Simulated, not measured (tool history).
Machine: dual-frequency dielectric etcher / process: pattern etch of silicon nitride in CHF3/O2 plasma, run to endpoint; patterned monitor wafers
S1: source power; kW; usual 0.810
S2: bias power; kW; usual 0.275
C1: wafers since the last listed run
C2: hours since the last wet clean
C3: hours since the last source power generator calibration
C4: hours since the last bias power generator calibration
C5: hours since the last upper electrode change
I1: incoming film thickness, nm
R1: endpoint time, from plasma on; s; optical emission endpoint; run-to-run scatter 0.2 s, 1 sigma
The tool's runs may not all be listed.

Run 1, day 0.000: usual settings; C1 0; C2 292.9; C3 1380.5; C4 1931.9; C5 4163.6; I1 104.5. Result: R1 52.7 s.
Run 2, day 4.708: usual settings but S2 0.303 kW; C1 877; C2 405.9; C3 1493.5; C4 2044.9; C5 4276.6; I1 103.2. Result: R1 49.9 s.
Run 3, day 7.688: usual settings but S2 0.303 kW; C1 555; C2 477.4; C3 1565.0; C4 2116.4; C5 4348.1; I1 104.7. Result: R1 50.8 s.
Run 4, day 10.129: usual settings but S2 0.303 kW; C1 454; C2 536.0; C3 1623.6; C4 2175.0; C5 4406.7; I1 103.5. Result: R1 49.7 s.
Run 5, day 12.292: usual settings but S1 0.930 kW; C1 402; C2 587.9; C3 1675.5; C4 2226.9; C5 4458.6; I1 105.1. Result: R1 49.9 s.
Run 6, day 16.583: usual settings but S1 0.930 kW; C1 799; C2 690.9; C3 1778.5; C4 2329.9; C5 4561.6; I1 103.2. Result: R1 48.9 s.
At day 18.338: wet clean of the chamber.
Run 7, day 20.217: usual settings but S1 0.930 kW; C1 490; C2 45.1; C3 1865.7; C4 2417.1; C5 4648.8; I1 103.9. Result: R1 51.0 s.
Run 8, day 24.646: usual settings but S1 0.670 kW; C1 825; C2 151.4; C3 1972.0; C4 2523.4; C5 4755.1; I1 103.6. Result: R1 56.7 s.
Run 9, day 28.312: usual settings but S1 0.670 kW; C1 683; C2 239.4; C3 2060.0; C4 2611.4; C5 4843.1; I1 102.7. Result: R1 56.0 s.
Run 10, day 31.496: usual settings but S1 0.670 kW; C1 593; C2 315.8; C3 2136.4; C4 2687.8; C5 4919.5; I1 103.5. Result: R1 55.9 s.
Run 11, day 33.933: usual settings; C1 454; C2 374.3; C3 2194.9; C4 2746.3; C5 4978.0; I1 104.0. Result: R1 52.6 s.
Run 12, day 37.421: usual settings; C1 649; C2 458.0; C3 2278.6; C4 2830.0; C5 5061.7; I1 103.4. Result: R1 52.4 s.
Run 13, day 40.396: usual settings but S2 0.305 kW; C1 554; C2 529.4; C3 2350.0; C4 2901.4; C5 5133.1; I1 104.5. Result: R1 50.5 s.
At day 42.746: source power generator calibrated.
Run 14, day 43.004: usual settings but S1 0.870 kW; C1 454; C2 592.0; C3 6.2; C4 2964.0; C5 5195.7; I1 103.6. Result: R1 51.7 s.
Run 15, day 46.479: usual settings but S1 0.890 kW, S2 0.246 kW; C1 647; C2 675.4; C3 89.6; C4 3047.4; C5 5279.1; I1 102.6. Result: R1 52.8 s.
Run 16, day 49.767: usual settings; C1 612; C2 754.3; C3 168.5; C4 3126.3; C5 5358.0; I1 104.4. Result: R1 52.6 s.
Run 17, day 52.304: usual settings but S1 0.860 kW, S2 0.324 kW; C1 472; C2 815.2; C3 229.4; C4 3187.2; C5 5418.9; I1 102.6. Result: R1 47.5 s.
At day 55.196: wet clean of the chamber.
Run 18, day 55.746: usual settings but S1 0.710 kW; C1 454; C2 13.2; C3 312.0; C4 3269.8; C5 5501.5; I1 104.1. Result: R1 56.8 s.
Run 19, day 59.612: usual settings but S1 0.710 kW; C1 720; C2 106.0; C3 404.8; C4 3362.6; C5 5594.3; I1 104.7. Result: R1 56.4 s.
Run 20, day 62.421: usual settings but S1 0.960 kW, S2 0.315 kW; C1 523; C2 173.4; C3 472.2; C4 3430.0; C5 5661.7; I1 103.6. Result: R1 47.8 s.
At day 64.188: upper electrode replaced.
Run 21, day 66.871: usual settings; C1 642; C2 280.2; C3 579.0; C4 3536.8; C5 64.4; I1 103.7. Result: R1 53.0 s.
Run 22, day 70.296: usual settings; C1 638; C2 362.4; C3 661.2; C4 3619.0; C5 146.6; I1 104.3. Result: R1 52.9 s.
Run 23, day 74.038: usual settings but S1 0.930 kW, S2 0.302 kW; C1 697; C2 452.2; C3 751.0; C4 3708.8; C5 236.4; I1 103.7. Result: R1 48.2 s.
Run 24, day 77.979: usual settings but S2 0.310 kW; C1 734; C2 546.8; C3 845.6; C4 3803.4; C5 331.0; I1 103.7. Result: R1 49.7 s.
At day 84.983: bias power generator calibrated.
Run 25, day 89.012: usual settings but S1 1.010 kW, S2 0.314 kW; C1 2024; C2 811.6; C3 1110.4; C4 96.7; C5 595.8; I1 103.7. Result: R1 45.2 s.
At day 93.017: wet clean of the chamber.
Run 26, day 93.112: usual settings but S2 0.245 kW; C1 577; C2 2.3; C3 1208.8; C4 195.1; C5 694.2; I1 103.3. Result: R1 55.3 s.
Run 27, day 94.904: usual settings but S1 0.670 kW; C1 333; C2 45.3; C3 1251.8; C4 238.1; C5 737.2; I1 103.6. Result: R1 56.7 s.
Run 28, day 106.046: usual settings but S1 0.640 kW, S2 0.306 kW; C1 2076; C2 312.7; C3 1519.2; C4 505.5; C5 1004.6; I1 104.1. Result: R1 54.9 s.
Run 29, day 108.525: usual settings but S1 0.630 kW, S2 0.339 kW; C1 461; C2 372.2; C3 1578.7; C4 565.0; C5 1064.1; I1 104.2. Result: R1 53.2 s.
Run 30, day 111.767: usual settings but S1 0.620 kW, S2 0.340 kW; C1 604; C2 450.0; C3 1656.5; C4 642.8; C5 1141.9; I1 103.9. Result: R1 53.0 s.
Run 31, day 115.650: usual settings but S1 0.680 kW; C1 723; C2 543.2; C3 1749.7; C4 736.0; C5 1235.1; I1 104.1. Result: R1 55.4 s.
Run 32, day 117.217: usual settings but S2 0.302 kW; C1 291; C2 580.8; C3 1787.3; C4 773.6; C5 1272.7; I1 104.4. Result: R1 50.6 s.
Run 33, day 119.975: usual settings but S1 1.000 kW, S2 0.311 kW; C1 513; C2 647.0; C3 1853.5; C4 839.8; C5 1338.9; I1 104.5. Result: R1 46.0 s.
At day 121.162: wet clean of the chamber.
Run 34, day 123.267: usual settings but S1 0.900 kW, S2 0.247 kW; C1 427; C2 50.5; C3 1932.5; C4 918.8; C5 1417.9; I1 104.4. Result: R1 53.7 s.
Run 35, day 126.821: usual settings but S1 0.680 kW, S2 0.252 kW; C1 662; C2 135.8; C3 2017.8; C4 1004.1; C5 1503.2; I1 104.6. Result: R1 59.6 s.

4 options for the next run, each taken on its own from the tool as it stands now. Forecast them:
Run A, day 126.838: usual settings but S1 0.640 kW; C1 3; C2 136.2; C3 2018.2; C4 1004.5; C5 1503.6; I1 104.8. Result: R1 ?.
Run B, day 126.838: usual settings but S1 0.660 kW, S2 0.244 kW; C1 3; C2 136.2; C3 2018.2; C4 1004.5; C5 1503.6; I1 104.8. Result: R1 ?.
Run C, day 126.838: usual settings but S1 1.010 kW, S2 0.336 kW; C1 3; C2 136.2; C3 2018.2; C4 1004.5; C5 1503.6; I1 104.8. Result: R1 ?.
Run D, day 126.838: usual settings but S1 0.620 kW, S2 0.208 kW; C1 3; C2 136.2; C3 2018.2; C4 1004.5; C5 1503.6; I1 104.8. Result: R1 ?.

run    R1
  A  58.7
  B  60.8
  C  46.2
  D  66.0
With the hidden condition removed and each run's random variation left untouched, the same runs would have given:
run    R1
  A  59.6
  B  61.8
  C  47.0
  D  67.1
